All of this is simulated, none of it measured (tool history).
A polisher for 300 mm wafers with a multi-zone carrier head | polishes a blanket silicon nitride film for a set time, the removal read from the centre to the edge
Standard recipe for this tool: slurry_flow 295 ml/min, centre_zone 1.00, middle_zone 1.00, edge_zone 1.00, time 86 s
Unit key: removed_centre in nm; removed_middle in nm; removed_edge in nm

run,hour,slurry_flow,centre_zone,middle_zone,edge_zone,time,wafers since the last listed run,wafers polished on this pad,hours since the slurry nozzle was cleaned,hours since the centre zone pressure was calibrated,hours since the edge zone pressure was calibrated,hours since the carrier head's membrane was replaced,"incoming thickness of the incoming film, nm",removed_centre,removed_middle,removed_edge
1,0.0,295,1.00,1.11,1.00,110,0,175,438.5,214.9,912.3,1328.2,637.5,162.8,170.5,166.9
2,27.5,250,1.00,1.09,0.94,86,300,475,466.0,242.4,939.8,1355.7,637.2,128.5,132.9,124.5
# hour 45.5: slurry nozzle cleaned
3,95.2,295,1.00,1.00,1.00,86,727,1203,49.7,310.1,1007.5,1423.4,634.2,129.7,122.6,130.3
4,140.6,295,1.00,1.00,1.00,86,495,1698,95.1,355.5,1052.9,1468.8,647.9,129.8,123.4,128.1
5,173.3,295,1.00,0.89,1.10,69,356,2055,127.8,388.2,1085.6,1501.5,648.1,104.2,90.1,108.0
6,224.5,375,1.00,0.91,1.00,86,558,2614,179.0,439.4,1136.8,1552.7,632.8,133.4,114.4,129.7
# hour 242.8: carrier head's membrane replaced by a new one
7,254.7,295,0.94,1.07,1.11,56,274,2889,209.2,469.6,1167.0,11.9,636.3,83.3,84.4,88.4
# hour 291.4: edge zone pressure recalibrated
8,320.2,295,1.00,1.00,1.00,86,692,3582,274.7,535.1,28.8,77.4,637.1,132.3,120.9,129.0
# hour 420.8: worn pad replaced by a new one
9,421.3,295,1.00,1.00,1.00,86,1059,5,375.8,636.2,129.9,178.5,627.3,133.1,123.3,131.8
10,454.6,265,1.03,1.04,1.03,86,363,368,409.1,669.5,163.2,211.8,649.5,134.7,126.8,129.1
# hour 491.6: slurry nozzle cleaned
11,501.4,295,1.04,1.10,1.00,86,499,868,9.8,716.3,210.0,258.6,636.1,136.1,135.3,128.9
12,544.8,295,1.00,1.00,1.03,86,473,1341,53.2,759.7,253.4,302.0,639.4,133.0,125.3,131.5
13,661.3,295,0.92,1.00,1.00,86,1271,2612,169.7,876.2,369.9,418.5,647.2,129.1,123.5,128.9
14,722.4,230,1.00,1.00,1.00,86,666,3279,230.8,937.3,431.0,479.6,640.0,134.1,123.4,126.9
# hour 735.6: centre zone pressure recalibrated
15,747.3,295,1.10,1.00,0.89,86,249,3529,255.7,11.7,455.9,504.5,629.8,137.1,124.2,123.5
16,806.7,295,1.00,1.00,1.00,86,648,4177,315.1,71.1,515.3,563.9,640.8,132.8,123.6,128.7
# hour 833.6: worn pad replaced by a new one
17,865.6,295,1.05,0.89,1.00,86,599,349,374.0,130.0,574.2,622.8,635.1,135.5,112.0,129.7

What will run 18 give?
18,919.3,295,1.08,1.00,1.00,109,585,935,427.7,183.7,627.9,676.5,645.1,?,?,?

For run 18 the tool returned removed_centre 172.7 nm, removed_middle 157.1 nm, removed_edge 161.6 nm.
Minus the tool's unlogged condition, the same run would have read removed_centre 172.1 nm, removed_middle 157.1 nm, removed_edge 161.6 nm.
